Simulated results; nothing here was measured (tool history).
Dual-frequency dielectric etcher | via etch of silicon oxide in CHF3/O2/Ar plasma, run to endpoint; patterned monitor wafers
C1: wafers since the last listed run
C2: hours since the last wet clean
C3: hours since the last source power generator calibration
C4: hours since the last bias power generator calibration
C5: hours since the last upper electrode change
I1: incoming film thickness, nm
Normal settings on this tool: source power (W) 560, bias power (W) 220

run 1 hour=0.0 | source_power_(W)=460 bias_power_(W)=220 | C1=0 C2=367.0 C3=3310.0 C4=1377.5 C5=2804.2 | I1=713.3 | endpoint_time_(s)=340.7
-- hour=0.4 wet clean of the chamber
run 2 hour=55.9 | source_power_(W)=560 bias_power_(W)=220 | C1=344 C2=55.5 C3=3365.9 C4=1433.4 C5=2860.1 | I1=723.6 | endpoint_time_(s)=326.4
run 3 hour=88.4 | source_power_(W)=560 bias_power_(W)=220 | C1=201 C2=88.0 C3=3398.4 C4=1465.9 C5=2892.6 | I1=715.7 | endpoint_time_(s)=319.3
run 4 hour=191.6 | source_power_(W)=610 bias_power_(W)=220 | C1=640 C2=191.2 C3=3501.6 C4=1569.1 C5=2995.8 | I1=718.0 | endpoint_time_(s)=313.4
run 5 hour=252.7 | source_power_(W)=610 bias_power_(W)=220 | C1=379 C2=252.3 C3=3562.7 C4=1630.2 C5=3056.9 | I1=723.8 | endpoint_time_(s)=317.5
run 6 hour=311.8 | source_power_(W)=560 bias_power_(W)=220 | C1=366 C2=311.4 C3=3621.8 C4=1689.3 C5=3116.0 | I1=721.1 | endpoint_time_(s)=326.6
run 7 hour=341.1 | source_power_(W)=560 bias_power_(W)=220 | C1=181 C2=340.7 C3=3651.1 C4=1718.6 C5=3145.3 | I1=729.0 | endpoint_time_(s)=332.0
run 8 hour=411.7 | source_power_(W)=560 bias_power_(W)=252 | C1=438 C2=411.3 C3=3721.7 C4=1789.2 C5=3215.9 | I1=718.1 | endpoint_time_(s)=311.2
-- hour=429.2 bias power generator calibrated
-- hour=468.0 wet clean of the chamber
run 9 hour=468.5 | source_power_(W)=490 bias_power_(W)=186 | C1=178 C2=0.5 C3=3778.5 C4=39.3 C5=3272.7 | I1=719.7 | endpoint_time_(s)=347.9
-- hour=481.8 source power generator calibrated
run 10 hour=516.3 | source_power_(W)=490 bias_power_(W)=186 | C1=271 C2=48.3 C3=34.5 C4=87.1 C5=3320.5 | I1=717.5 | endpoint_time_(s)=348.4
run 11 hour=548.8 | source_power_(W)=490 bias_power_(W)=186 | C1=201 C2=80.8 C3=67.0 C4=119.6 C5=3353.0 | I1=717.6 | endpoint_time_(s)=349.1
run 12 hour=599.8 | source_power_(W)=600 bias_power_(W)=220 | C1=316 C2=131.8 C3=118.0 C4=170.6 C5=3404.0 | I1=725.4 | endpoint_time_(s)=316.7
run 13 hour=638.8 | source_power_(W)=480 bias_power_(W)=220 | C1=242 C2=170.8 C3=157.0 C4=209.6 C5=3443.0 | I1=717.7 | endpoint_time_(s)=337.0
run 14 hour=690.2 | source_power_(W)=560 bias_power_(W)=220 | C1=319 C2=222.2 C3=208.4 C4=261.0 C5=3494.4 | I1=722.7 | endpoint_time_(s)=323.7
run 15 hour=752.6 | source_power_(W)=510 bias_power_(W)=253 | C1=387 C2=284.6 C3=270.8 C4=323.4 C5=3556.8 | I1=714.5 | endpoint_time_(s)=314.6
run 16 hour=810.2 | source_power_(W)=610 bias_power_(W)=220 | C1=357 C2=342.2 C3=328.4 C4=381.0 C5=3614.4 | I1=713.5 | endpoint_time_(s)=313.7
-- hour=837.6 wet clean of the chamber
run 17 hour=867.3 | source_power_(W)=560 bias_power_(W)=239 | C1=205 C2=29.7 C3=385.5 C4=438.1 C5=3671.5 | I1=713.7 | endpoint_time_(s)=307.9
-- hour=908.1 upper electrode replaced
run 18 hour=910.3 | source_power_(W)=490 bias_power_(W)=186 | C1=117 C2=72.7 C3=428.5 C4=481.1 C5=2.2 | I1=727.4 | endpoint_time_(s)=356.9
run 19 hour=947.3 | source_power_(W)=560 bias_power_(W)=220 | C1=229 C2=109.7 C3=465.5 C4=518.1 C5=39.2 | I1=709.4 | endpoint_time_(s)=317.1
run 20 hour=1004.5 | source_power_(W)=480 bias_power_(W)=259 | C1=355 C2=166.9 C3=522.7 C4=575.3 C5=96.4 | I1=712.6 | endpoint_time_(s)=318.0
run 21 hour=1034.0 | source_power_(W)=560 bias_power_(W)=172 | C1=183 C2=196.4 C3=552.2 C4=604.8 C5=125.9 | I1=716.4 | endpoint_time_(s)=345.2
run 22 hour=1093.0 | source_power_(W)=560 bias_power_(W)=220 | C1=366 C2=255.4 C3=611.2 C4=663.8 C5=184.9 | I1=722.9 | endpoint_time_(s)=323.8
run 23 hour=1129.2 | source_power_(W)=680 bias_power_(W)=264 | C1=224 C2=291.6 C3=647.4 C4=700.0 C5=221.1 | I1=718.1 | endpoint_time_(s)=287.5
run 24 hour=1178.1 | source_power_(W)=560 bias_power_(W)=168 | C1=303 C2=340.5 C3=696.3 C4=748.9 C5=270.0 | I1=714.9 | endpoint_time_(s)=349.6
run 25 hour=1228.4 | source_power_(W)=520 bias_power_(W)=180 | C1=312 C2=390.8 C3=746.6 C4=799.2 C5=320.3 | I1=703.7 | endpoint_time_(s)=343.0
-- hour=1262.9 wet clean of the chamber
run 26 hour=1293.0 | source_power_(W)=660 bias_power_(W)=220 | C1=252 C2=30.1 C3=811.2 C4=863.8 C5=384.9 | I1=719.8 | endpoint_time_(s)=304.0
run 27 hour=1341.6 | source_power_(W)=560 bias_power_(W)=220 | C1=301 C2=78.7 C3=859.8 C4=912.4 C5=433.5 | I1=714.2 | endpoint_time_(s)=317.3
run 28 hour=1373.5 | source_power_(W)=640 bias_power_(W)=180 | C1=198 C2=110.6 C3=891.7 C4=944.3 C5=465.4 | I1=720.6 | endpoint_time_(s)=327.2
run 29 hour=1419.3 | source_power_(W)=650 bias_power_(W)=185 | C1=284 C2=156.4 C3=937.5 C4=990.1 C5=511.2 | I1=724.1 | endpoint_time_(s)=327.7

Below are 4 alternative next runs, each starting from the tool's condition after run 29. Predict each:
run A hour=1419.8 | source_power_(W)=560 bias_power_(W)=265 | C1=3 C2=156.9 C3=938.0 C4=990.6 C5=511.7 | I1=707.9 | endpoint_time_(s)=?
run B hour=1419.8 | source_power_(W)=560 bias_power_(W)=270 | C1=3 C2=156.9 C3=938.0 C4=990.6 C5=511.7 | I1=707.9 | endpoint_time_(s)=?
run C hour=1419.8 | source_power_(W)=420 bias_power_(W)=176 | C1=3 C2=156.9 C3=938.0 C4=990.6 C5=511.7 | I1=707.9 | endpoint_time_(s)=?
run D hour=1419.8 | source_power_(W)=560 bias_power_(W)=273 | C1=3 C2=156.9 C3=938.0 C4=990.6 C5=511.7 | I1=707.9 | endpoint_time_(s)=?

run=A endpoint_time_(s)=297.9
run=B endpoint_time_(s)=296.2
run=C endpoint_time_(s)=367.9
run=D endpoint_time_(s)=295.1
Stripped of hidden state, with their random variation kept, the same runs would have yielded:
run=A endpoint_time_(s)=295.6
run=B endpoint_time_(s)=293.8
run=C endpoint_time_(s)=365.0
run=D endpoint_time_(s)=292.8

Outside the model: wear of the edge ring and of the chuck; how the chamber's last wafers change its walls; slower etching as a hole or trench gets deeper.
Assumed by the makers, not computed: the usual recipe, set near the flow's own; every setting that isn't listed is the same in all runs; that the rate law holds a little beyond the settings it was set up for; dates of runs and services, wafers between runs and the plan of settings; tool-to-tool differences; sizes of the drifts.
